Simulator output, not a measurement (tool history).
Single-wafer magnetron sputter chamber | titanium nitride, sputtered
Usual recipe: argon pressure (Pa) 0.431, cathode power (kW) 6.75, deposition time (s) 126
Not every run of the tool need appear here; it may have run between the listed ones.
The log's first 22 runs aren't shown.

run	hour	argon pressure (Pa)	cathode power (kW)	deposition time (s)	wafers since the last listed run	wafers on the sputter target	hours since the last manometer calibration	hours since the magnet pack was replaced	hours since the gauge calibration	read-back reference wafer on the same gauge, thickness_nm	mean film thickness on the monitor wafer (nm)
# hour 282.9: magnet pack replaced
23	304.1	0.568	6.3	135	365	456	222.4	21.2	239.6	168.015	153.012
24	319.1	0.272	8.2	107	190	646	237.4	36.2	254.6	168.06	173.591
25	327.1	0.431	7.35	126	101	748	245.4	44.2	262.6	167.957	174.295
26	334.7	0.478	6.75	115	96	844	253	51.8	270.2	168.033	144.786
27	347.7	0.554	6.75	119	164	1009	266	64.8	283.2	167.99	145.896
28	355.2	0.431	6.75	126	95	1104	273.5	72.3	290.7	168.058	159.41
29	362.5	0.569	8.45	115	92	1197	280.8	79.6	298	168.072	174.771
30	378.1	0.431	6.75	142	197	1394	296.4	95.2	313.6	167.835	180.082
31	384.4	0.431	5.55	126	79	1474	302.7	101.5	319.9	167.891	131.726
32	396.6	0.489	5.95	134	154	1629	314.9	113.7	332.1	167.928	146.952
33	447.8	0.34	5.35	120	649	2278	366.1	164.9	383.3	168.07	124.975
34	465.1	0.276	6.75	126	219	2498	383.4	182.2	400.6	168.047	167.346

Each row is a separate what-if for the run after 34, all from the same tool condition, not one after another. Results?
A	465.5	0.431	6.75	134	5	2503	383.8	182.6	401	?	?
B	465.5	0.522	6.75	145	5	2503	383.8	182.6	401	?	?
C	465.5	0.259	5.2	126	5	2503	383.8	182.6	401	?	?
D	465.5	0.558	8.25	112	5	2503	383.8	182.6	401	?	?
E	465.5	0.375	6.75	126	5	2503	383.8	182.6	401	?	?

run	read-back reference wafer on the same gauge, thickness_nm	mean film thickness on the monitor wafer (nm)
A	168.016	169.916
B	168.016	178.777
C	168.016	129.893
D	168.016	166.926
E	168.016	162.579
With the hidden condition removed and each run's random variation left untouched, the same runs would have given:
run	mean film thickness on the monitor wafer (nm)
A	169.916
B	178.777
C	129.893
D	166.926
E	162.579
